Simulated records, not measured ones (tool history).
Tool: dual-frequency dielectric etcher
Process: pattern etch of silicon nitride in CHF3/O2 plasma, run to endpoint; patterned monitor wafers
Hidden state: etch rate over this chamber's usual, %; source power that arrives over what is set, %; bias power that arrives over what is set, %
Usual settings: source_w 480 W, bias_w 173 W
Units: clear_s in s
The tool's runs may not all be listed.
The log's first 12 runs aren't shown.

run,day,source_w,bias_w,wafers since the last listed run,hours since the last wet clean,hours since the last source power generator calibration,hours since the last bias power generator calibration,hours since the last upper electrode change,"incoming incoming film thickness, nm",clear_s
13,13.896,480,173,116,11.9,2737.5,4506.4,3269.4,77.7,57.3
14,14.946,480,173,258,37.1,2762.7,4531.6,3294.6,77.8,57.8
# day 16.271: bias power generator calibrated
15,16.292,480,173,290,69.4,2795.0,0.5,3326.9,77.7,58.5
16,16.962,480,173,165,85.5,2811.1,16.6,3343.0,77.2,57.4
17,17.708,480,173,183,103.4,2829.0,34.5,3360.9,77.9,58.0
18,18.875,550,173,287,131.4,2857.0,62.5,3388.9,77.7,55.2
19,19.738,480,173,212,152.1,2877.7,83.2,3409.6,77.8,57.9
# day 21.342: upper electrode replaced
20,21.362,540,173,153,191.1,2916.7,122.2,0.5,77.9,56.0
21,22.504,480,173,281,218.5,2944.1,149.6,27.9,76.7,59.6
22,23.462,400,193,235,241.5,2967.1,172.6,50.9,76.9,61.1
23,24.554,420,201,268,267.7,2993.3,198.8,77.1,77.5,59.7
24,25.171,450,173,151,282.5,3008.1,213.6,91.9,77.6,61.6
# day 25.412: source power generator calibrated
# day 26.604: wet clean of the chamber
25,27.154,390,184,201,13.2,41.8,261.2,139.5,77.9,61.9
26,28.008,540,154,210,33.7,62.3,281.7,160.0,77.0,56.8
27,29.158,560,192,283,61.3,89.9,309.3,187.6,77.4,51.1
28,29.846,440,143,169,77.8,106.4,325.8,204.1,77.6,65.7
29,30.733,580,193,218,99.1,127.7,347.1,225.4,78.0,50.6

The next listed run, before its measurement:
30,31.904,390,138,288,127.2,155.8,375.2,253.5,76.9,?

Run 30 gave clear_s 69.7 s.
Without the tool's hidden state the same run would have given clear_s 68.1 s.
